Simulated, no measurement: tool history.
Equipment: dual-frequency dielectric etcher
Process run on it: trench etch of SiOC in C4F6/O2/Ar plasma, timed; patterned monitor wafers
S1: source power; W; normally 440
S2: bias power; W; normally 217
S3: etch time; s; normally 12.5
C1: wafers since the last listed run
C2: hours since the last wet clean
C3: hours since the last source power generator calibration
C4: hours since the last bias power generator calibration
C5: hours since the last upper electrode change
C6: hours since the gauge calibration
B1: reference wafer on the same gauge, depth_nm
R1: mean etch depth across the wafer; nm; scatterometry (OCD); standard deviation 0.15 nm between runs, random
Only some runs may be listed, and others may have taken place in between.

run	hour	S1	S2	S3	C1	C2	C3	C4	C5	C6	B1	R1
1	0	440	217	12.5	0	300	726.9	1454	2616.1	854.1	26.29	27.19
2	228.5	440	217	12.5	3177	528.5	955.4	1682.5	2844.6	1082.6	26.31	26.99
# hour 273.7: wet clean of the chamber
3	304.9	440	217	12.5	728	31.2	1031.8	1758.9	2921	1159	26.21	27.13
4	375.2	440	217	12.5	977	101.5	1102.1	1829.2	2991.3	1229.3	26.25	27.13
5	425.4	440	217	12.5	698	151.7	1152.3	1879.4	3041.5	1279.5	26.31	26.96
6	478	440	217	12.5	731	204.3	1204.9	1932	3094.1	1332.1	26.25	27.48
7	541.8	440	253	12.5	887	268.1	1268.7	1995.8	3157.9	1395.9	26.27	28.39
8	579.7	440	253	12.5	527	306	1306.6	2033.7	3195.8	1433.8	26.29	28.24
9	647.6	440	253	12.5	944	373.9	1374.5	2101.6	3263.7	1501.7	26.3	28.07
10	741	440	217	12.5	1298	467.3	1467.9	2195	3357.1	1595.1	26.33	26.99
# hour 839.7: wet clean of the chamber
# hour 989: upper electrode replaced
# hour 1044.8: gauge calibrated
11	1046.7	440	217	12.5	3583	207	1773.6	2500.7	57.7	1.9	26.36	26.91
12	1142	440	217	12.5	1325	302.3	1868.9	2596	153	97.2	26.29	26.8
13	1237.4	440	217	12.5	1326	397.7	1964.3	2691.4	248.4	192.6	26.26	27.29
14	1277.8	350	191	10.5	561	438.1	2004.7	2731.8	288.8	233	26.26	19.53
# hour 1306.5: wet clean of the chamber
15	1333.8	440	253	12.5	445	27.3	2060.7	2787.8	344.8	289	26.29	28.44
# hour 1448.4: source power generator calibrated
16	1620.8	500	217	10.5	3935	314.3	172.4	3074.8	631.8	576	26.31	24.38
17	1661.2	400	217	12.5	561	354.7	212.8	3115.2	672.2	616.4	26.32	25.94
# hour 1755.9: bias power generator calibrated
18	1811.5	440	217	12.5	2034	505	363.1	55.6	822.5	766.7	26.28	26.99
19	1861.3	360	234	14.5	692	554.8	412.9	105.4	872.3	816.5	26.28	28.82
# hour 1899.3: wet clean of the chamber
20	1914.8	350	182	11	410	15.5	466.4	158.9	925.8	870	26.34	20.16
21	1956.3	380	267	12.5	577	57	507.9	200.4	967.3	911.5	26.27	26.72
22	2040.9	440	217	12.5	1176	141.6	592.5	285	1051.9	996.1	26.27	27.2
23	2078.6	440	217	11.5	524	179.3	630.2	322.7	1089.6	1033.8	26.31	24.6
24	2128.7	340	217	14.5	696	229.4	680.3	372.8	1139.7	1083.9	26.31	27.35
25	2182.6	470	251	13.5	749	283.3	734.2	426.7	1193.6	1137.8	26.35	31.56
26	2244.5	500	201	12.5	860	345.2	796.1	488.6	1255.5	1199.7	26.3	28.13
27	2328.6	490	217	12.5	1169	429.3	880.2	572.7	1339.6	1283.8	26.32	28.77

Each row is a separate what-if for the run after 27, all from the same tool condition, not one after another. Results?
A	2329	440	217	12.5	5	429.7	880.6	573.1	1340	1284.2	?	?
B	2329	480	244	12.5	5	429.7	880.6	573.1	1340	1284.2	?	?
C	2329	440	258	12.5	5	429.7	880.6	573.1	1340	1284.2	?	?
D	2329	550	177	14	5	429.7	880.6	573.1	1340	1284.2	?	?
E	2329	350	217	12.5	5	429.7	880.6	573.1	1340	1284.2	?	?

run	B1	R1
A	26.33	27.19
B	26.33	29.33
C	26.33	28.56
D	26.33	32.18
E	26.33	24.15
The same runs, with their run-to-run variation unchanged, on a tool lacking any hidden condition would have given:
run	R1
A	27.19
B	29.33
C	28.56
D	32.18
E	24.15

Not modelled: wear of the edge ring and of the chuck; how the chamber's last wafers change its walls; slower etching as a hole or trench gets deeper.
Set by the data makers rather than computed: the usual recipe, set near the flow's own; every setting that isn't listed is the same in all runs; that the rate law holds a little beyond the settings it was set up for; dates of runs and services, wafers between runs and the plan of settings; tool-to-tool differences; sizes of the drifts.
